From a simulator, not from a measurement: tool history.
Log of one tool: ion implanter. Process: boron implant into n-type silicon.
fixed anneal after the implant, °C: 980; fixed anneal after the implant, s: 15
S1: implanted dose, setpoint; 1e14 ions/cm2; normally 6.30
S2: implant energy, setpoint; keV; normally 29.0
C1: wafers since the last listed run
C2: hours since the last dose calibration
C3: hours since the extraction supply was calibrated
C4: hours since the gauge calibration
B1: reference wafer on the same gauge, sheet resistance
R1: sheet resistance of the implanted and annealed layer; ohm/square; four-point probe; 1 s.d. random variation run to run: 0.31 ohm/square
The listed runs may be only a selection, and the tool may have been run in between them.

run   hour    S1    S2    C1      C2      C3     C4      B1      R1
  1    0.0  6.30  34.0     0  1223.5  2072.8  401.7  211.04  199.97
  2   21.4  5.07  24.0   285  1244.9  2094.2  423.1  211.03  242.01
  3  125.3  5.07  24.0  1384  1348.8  2198.1  527.0  211.02  243.15
  4  138.5  5.07  24.0   175  1362.0  2211.3  540.2  211.03  241.95
  5  150.6  6.30  29.0   161  1374.1  2223.4  552.3  211.05  202.14
     154.0  -- gauge calibrated
  6  185.9  6.30  29.0   470  1409.4  2258.7   31.9  210.96  200.91
  7  198.0  6.30  29.0   161  1421.5  2270.8   44.0  211.01  201.26
  8  214.2  7.22  29.0   215  1437.7  2287.0   60.2  211.04  179.66
  9  247.8  6.30  29.0   447  1471.3  2320.6   93.8  211.00  201.56
 10  268.2  6.30  29.0   271  1491.7  2341.0  114.2  211.03  201.49
 11  291.0  6.30  29.0   303  1514.5  2363.8  137.0  210.97  201.17
 12  313.9  6.30  35.0   305  1537.4  2386.7  159.9  210.93  199.69
 13  346.9  5.04  29.0   439  1570.4  2419.7  192.9  210.93  240.99
 14  377.6  6.77  29.0   409  1601.1  2450.4  223.6  210.94  189.99
     399.6  -- extraction supply calibrated
 15  402.5  6.30  29.0   225  1626.0     2.9  248.5  211.05  201.18
     442.6  -- Faraday cup replaced and dose calibrated
 16  462.6  6.30  29.0   694    20.0    63.0  308.6  210.94  203.00
 17  487.9  5.16  22.0   337    45.3    88.3  333.9  211.01  242.34
 18  548.8  4.43  34.0   811   106.2   149.2  394.8  210.95  266.51
 19  571.5  6.30  29.0   302   128.9   171.9  417.5  211.00  203.21
 20  599.1  6.30  29.0   367   156.5   199.5  445.1  210.95  203.79
 21  622.9  7.75  35.0   317   180.3   223.3  468.9  211.02  170.53
 22  638.6  7.70  29.0   209   196.0   239.0  484.6  211.03  172.42
 23  659.4  6.30  29.0   277   216.8   259.8  505.4  211.01  203.53
 24  675.8  5.44  37.0   218   233.2   276.2  521.8  210.91  226.85
     685.8  -- gauge calibrated
 25  711.3  5.39  38.0   473   268.7   311.7   25.5  210.94  227.96
 26  734.6  5.77  29.0   310   292.0   335.0   48.8  211.03  218.12
 27  769.5  7.86  23.5   465   326.9   369.9   83.7  211.00  171.72
 28  791.1  4.62  34.0   287   348.5   391.5  105.3  211.05  258.01
 29  824.9  7.97  29.0   450   382.3   425.3  139.1  210.94  167.33
 30  849.3  6.30  29.0   325   406.7   449.7  163.5  211.02  202.75
 31  865.3  4.89  29.0   213   422.7   465.7  179.5  210.96  248.84
 32  883.3  4.64  29.0   239   440.7   483.7  197.5  211.07  259.35
 33  918.6  5.44  23.5   470   476.0   519.0  232.8  211.04  231.12

Measured minus without-hidden-state, run by run (identical run-to-run variation in each term; gauge scatter may differ):
Unlogged tool condition in this case: deviation of the true dose from the Faraday cup's reading, %; deviation of the true energy from its setpoint, %; gauge reads high (%).
run     R1
  1  -1.53
  2  -1.86
  3  -2.08
  4  -2.10
  5  -1.82
  6  -1.89
  7  -1.91
  8  -1.75
  9  -2.01
 10  -2.05
 11  -2.10
 12  -2.12
 13  -2.57
 14  -2.16
 15  -2.34
 16  -0.06
 17  -0.08
 18  -0.08
 19  -0.07
 20  -0.07
 21  -0.07
 22  -0.07
 23  -0.10
 24  -0.11
 25  -0.12
 26  -0.13
 27  -0.11
 28  -0.17
 29  -0.14
 30  -0.18
 31  -0.22
 32  -0.24
 33  -0.25
